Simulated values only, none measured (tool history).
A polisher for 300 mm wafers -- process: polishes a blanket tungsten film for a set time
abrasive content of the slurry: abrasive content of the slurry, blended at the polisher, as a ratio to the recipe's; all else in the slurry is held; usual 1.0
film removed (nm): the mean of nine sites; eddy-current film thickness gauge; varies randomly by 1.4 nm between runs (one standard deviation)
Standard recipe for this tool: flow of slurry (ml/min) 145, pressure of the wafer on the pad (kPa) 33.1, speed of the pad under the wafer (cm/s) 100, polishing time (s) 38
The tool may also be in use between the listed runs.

run	day	flow of slurry (ml/min)	pressure of the wafer on the pad (kPa)	speed of the pad under the wafer (cm/s)	abrasive content of the slurry	polishing time (s)	incoming thickness of the incoming film, nm	film removed (nm)
1	0.000	145	33.1	100	1.0	38	645.2	198.6
2	0.458	145	33.1	100	1.0	38	652.4	195.5
3	0.971	145	33.1	100	1.0	38	644.8	193.9
4	1.483	145	33.1	100	1.0	38	653.6	193.8
# day 2.242: worn pad replaced by a new one
5	2.262	145	33.1	100	1.0	38	656.1	203.0
# day 2.358: slurry tank refilled with fresh slurry and peroxide
6	2.562	145	33.1	100	1.0	38	643.1	202.2
7	3.212	145	33.1	100	1.0	38	648.2	201.0
# day 3.404: head pressure recalibrated
# day 3.671: slurry blender recalibrated
8	3.692	145	33.1	100	1.0	38	645.1	198.6
9	4.267	145	33.1	100	1.0	38	654.3	195.6
10	4.862	145	33.1	100	1.0	48	653.7	244.7
11	5.438	105	33.1	100	1.2	32	647.5	156.5
12	5.983	145	33.1	100	1.0	38	647.4	190.9
# day 6.325: worn pad replaced by a new one
13	6.542	185	33.1	76	1.0	38	654.3	179.3
14	6.817	145	33.1	100	1.0	38	660.4	199.6
15	7.204	145	33.1	88	1.3	38	660.6	194.2
16	7.529	145	33.1	100	1.0	38	647.4	199.2
# day 7.988: slurry nozzle cleaned
17	8.129	170	33.1	100	1.0	27	650.3	143.9
18	8.750	100	42.1	66	0.9	38	650.0	168.7
# day 9.188: slurry tank refilled with fresh slurry and peroxide
19	9.262	145	33.1	100	1.0	38	651.6	195.1
20	9.667	130	22.8	100	1.0	38	653.7	139.1
# day 9.838: worn pad replaced by a new one
21	9.946	145	29.0	100	1.0	38	642.8	180.4
22	10.533	185	33.1	76	1.0	38	654.1	177.3
23	10.871	120	33.1	70	1.2	50	655.6	207.6

Estimate the outcome of run 24 from the log above:
24	11.204	125	33.1	74	1.0	38	652.9	?

film removed (nm): 160.4
The same run, on a tool lacking any hidden state, would have yielded film removed (nm) 164.5.

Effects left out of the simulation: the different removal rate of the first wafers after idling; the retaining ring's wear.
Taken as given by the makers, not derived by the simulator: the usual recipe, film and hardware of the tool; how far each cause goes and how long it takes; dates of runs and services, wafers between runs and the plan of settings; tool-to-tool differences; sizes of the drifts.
